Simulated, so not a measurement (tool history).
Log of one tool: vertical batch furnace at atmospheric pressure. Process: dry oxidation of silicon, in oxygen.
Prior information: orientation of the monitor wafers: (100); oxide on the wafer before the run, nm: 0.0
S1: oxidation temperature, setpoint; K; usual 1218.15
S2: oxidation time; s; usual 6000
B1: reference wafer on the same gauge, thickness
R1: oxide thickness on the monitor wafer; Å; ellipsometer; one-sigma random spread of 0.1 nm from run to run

run	hour	S1	S2	B1	R1
1	0.0	1218.15	5280	37.59	388.4
2	40.5	1218.15	5280	37.61	388.1
3	102.4	1200.15	6000	37.62	351.6
4	172.6	1200.15	6000	37.60	352.6
5	210.7	1200.15	6000	37.60	350.6
6	249.4	1228.15	6000	37.60	471.2
# hour 302.2: thermocouples replaced and temperature profile calibrated
7	302.7	1228.15	6000	37.58	470.5
8	363.7	1206.15	7080	37.60	420.1
# hour 379.4: gauge calibrated
# hour 393.8: boat lift adjusted
9	423.8	1237.15	3660	37.61	373.6
10	494.6	1228.15	6000	37.60	479.7
11	527.5	1218.15	6000	37.60	432.6
12	587.0	1209.15	4950	37.61	344.8
13	657.8	1208.15	8130	37.59	482.7
14	688.5	1210.15	6000	37.58	394.3

A few steps of R1 between consecutive runs. Split each: what settings, incoming material and random variation would produce without the hidden state, and what is left over for the hidden state, along with gauge scatter present in only one of the two compared results (measured, and without hidden state):
Unlogged tool condition in this case: true tube temperature minus thermocouple reading, K; monitor wafer colder than the profiled boat position, K; gauge reads high (%).
Run 8 -> 9: S1 1206.15 -> 1237.15, S2 7080 -> 3660, gauge calibrated, boat lift adjusted. R1 -46.5 Å: hidden state +10.8, all else -57.3.
Run 12 -> 13: S1 1209.15 -> 1208.15, S2 4950 -> 8130. R1 +137.9 Å: hidden state -1.2, all else +139.1.
